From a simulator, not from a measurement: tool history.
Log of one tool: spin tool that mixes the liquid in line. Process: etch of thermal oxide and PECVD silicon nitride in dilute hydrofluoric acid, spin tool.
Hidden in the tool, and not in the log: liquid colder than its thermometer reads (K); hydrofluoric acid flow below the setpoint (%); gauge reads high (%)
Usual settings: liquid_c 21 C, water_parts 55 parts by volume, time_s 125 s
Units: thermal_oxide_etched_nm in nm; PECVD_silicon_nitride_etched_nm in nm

run	hour	liquid_c	water_parts	time_s	wafers since the last listed run	hours since the thermometer was replaced	hours since the hydrofluoric acid flow meter was replaced	hours since the gauge calibration	read-back film thickness of the thermal oxide reference wafer, read on the same gauge (nm)	read-back film thickness of the PECVD silicon nitride reference wafer, read on the same gauge (nm)	thermal_oxide_etched_nm	PECVD_silicon_nitride_etched_nm
1	0	21	70	125	0	1870.3	1408.9	156.6	49.98	40	7.37	4.99
2	37.4	21	70	125	251	1907.7	1446.3	194	50.02	40.02	7.35	4.95
3	253.3	21	55	125	1453	2123.6	1662.2	409.9	50	40	9.54	6.27
4	305.4	21	55	125	350	2175.7	1714.3	462	50.01	40.01	9.47	6.26
5	355.5	21	55	125	337	2225.8	1764.4	512.1	49.98	40	9.51	6.13
6	415.8	21	55	125	405	2286.1	1824.7	572.4	50.02	40.01	9.54	6.33
7	446.7	21	55	125	207	2317	1855.6	603.3	50.01	40.03	9.46	6.24
# hour 495.2: thermometer replaced
8	503.6	21	55	125	376	8.4	1912.5	660.2	50	40	9.4	6.26
9	569.9	21	55	125	446	74.7	1978.8	726.5	49.97	40	9.41	6.22
10	638.9	21	55	125	464	143.7	2047.8	795.5	49.99	40.01	9.49	6.21
11	680.9	21	55	125	282	185.7	2089.8	837.5	49.99	39.99	9.5	6.23
12	752.9	21	40	85	484	257.7	2161.8	909.5	49.99	39.99	8.98	5.72
13	802.7	17	25	195	335	307.5	2211.6	959.3	49.98	40.02	28.27	15.71
14	851.6	21	40	85	329	356.4	2260.5	1008.2	50.03	40	8.93	5.73
15	960.4	25.5	55	90	732	465.2	2369.3	1117	50.02	40.01	8.12	6
# hour 986.2: hydrofluoric acid flow meter replaced
16	1017.1	17	85	195	374	521.9	30.9	1173.7	50.01	40.01	7.54	4.63
# hour 1042: gauge calibrated
17	1042.1	25.5	55	170	168	546.9	55.9	0.1	50.03	40	14.95	11.2
18	1094.4	18	75	60	352	599.2	108.2	52.4	50	40.02	2.77	1.73
19	1128	17	55	175	226	632.8	141.8	86	50.01	40	10.76	6.28
# hour 1167.5: hydrofluoric acid flow meter replaced, repeated, since the last time left the tool worse
20	1186.1	21	55	125	384	690.9	18.6	144.1	50	40.03	9.88	6.36
21	1237.6	21	85	55	346	742.4	70.1	195.6	50.01	40	2.7	1.86
22	1301.9	24.5	75	125	432	806.7	134.4	259.9	50	39.98	8.12	6.02
23	1349	21	55	125	317	853.8	181.5	307	50.01	39.99	9.77	6.39
24	1410.3	21	80	190	412	915.1	242.8	368.3	50.03	39.99	9.94	6.79

Forecast each of these 3 alternatives for the next run:
A	1410.8	21	55	125	3	915.6	243.3	368.8	?	?	?	?
B	1410.8	25.5	55	175	3	915.6	243.3	368.8	?	?	?	?
C	1410.8	17.5	55	175	3	915.6	243.3	368.8	?	?	?	?

run	read-back film thickness of the thermal oxide reference wafer, read on the same gauge (nm)	read-back film thickness of the PECVD silicon nitride reference wafer, read on the same gauge (nm)	thermal_oxide_etched_nm	PECVD_silicon_nitride_etched_nm
A	50	40	9.81	6.47
B	50	40	16.53	12.27
C	50	40	11.83	7.09
Without the tool's hidden state the same runs would have given:
run	thermal_oxide_etched_nm	PECVD_silicon_nitride_etched_nm
A	9.87	6.5
B	16.63	12.34
C	11.9	7.13
